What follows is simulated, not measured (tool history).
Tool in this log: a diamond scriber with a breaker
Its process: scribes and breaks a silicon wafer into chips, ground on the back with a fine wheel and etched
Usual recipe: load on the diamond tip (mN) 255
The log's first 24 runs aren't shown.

run    hour  load on the diamond tip (mN)  incoming depth of the damage left on the back of the incoming wafer, um  depth of the median crack under the scribed line (µm)  chips rejected at inspection after the break (%)
 25  1198.9                           319                                                                     0.76                                                  14.53                                              1.86
     1210.3  -- load on the tip recalibrated
 26  1266.8                           312                                                                     0.68                                                  13.71                                              1.11
     1290.9  -- diamond tip replaced by a new one
 27  1296.5                           202                                                                     0.59                                                  10.43                                              8.13
 28  1344.6                           300                                                                     0.30                                                  13.26                                              1.17
 29  1369.6                           184                                                                     0.78                                                   9.94                                             11.68
 30  1441.0                           255                                                                     0.79                                                  12.16                                              3.01
 31  1496.9                           255                                                                     0.31                                                  11.79                                              3.36
     1503.5  -- load on the tip recalibrated, repeated, since the last time left the tool worse
 32  1551.9                           255                                                                     0.60                                                  13.54                                              1.14
 33  1605.2                           204                                                                     0.39                                                  11.88                                              2.94
 34  1653.1                           316                                                                     0.50                                                  15.45                                              3.05
 35  1680.9                           275                                                                     0.39                                                  14.45                                              1.37
 36  1714.5                           180                                                                     0.52                                                  11.00                                              5.47
 37  1903.8                           255                                                                     0.59                                                  13.38                                              1.15
 38  1959.4                           255                                                                     0.37                                                  13.34                                              1.19
 39  2000.9                           284                                                                     0.30                                                  14.26                                              1.31
     2051.8  -- diamond tip replaced by a new one
 40  2071.6                           255                                                                     0.78                                                  13.20                                              1.18

5 ways to go on from here, each from the tool as it stands after run 40. What would each give?
  A  2072.3                           255                                                                     0.69                                                      ?                                                 ?
  B  2072.3                           211                                                                     0.69                                                      ?                                                 ?
  C  2072.3                           234                                                                     0.69                                                      ?                                                 ?
  D  2072.3                           196                                                                     0.69                                                      ?                                                 ?
  E  2072.3                           227                                                                     0.69                                                      ?                                                 ?

run  depth of the median crack under the scribed line (µm)  chips rejected at inspection after the break (%)
  A                                                  13.35                                              1.35
  B                                                  11.99                                              3.48
  C                                                  12.71                                              1.94
  D                                                  11.51                                              5.09
  E                                                  12.50                                              2.31
What these runs would have given with no unlogged condition in the tool:
run  depth of the median crack under the scribed line (µm)  chips rejected at inspection after the break (%)
  A                                                  13.62                                              1.30
  B                                                  12.23                                              2.87
  C                                                  12.96                                              1.63
  D                                                  11.74                                              4.27
  E                                                  12.74                                              1.90

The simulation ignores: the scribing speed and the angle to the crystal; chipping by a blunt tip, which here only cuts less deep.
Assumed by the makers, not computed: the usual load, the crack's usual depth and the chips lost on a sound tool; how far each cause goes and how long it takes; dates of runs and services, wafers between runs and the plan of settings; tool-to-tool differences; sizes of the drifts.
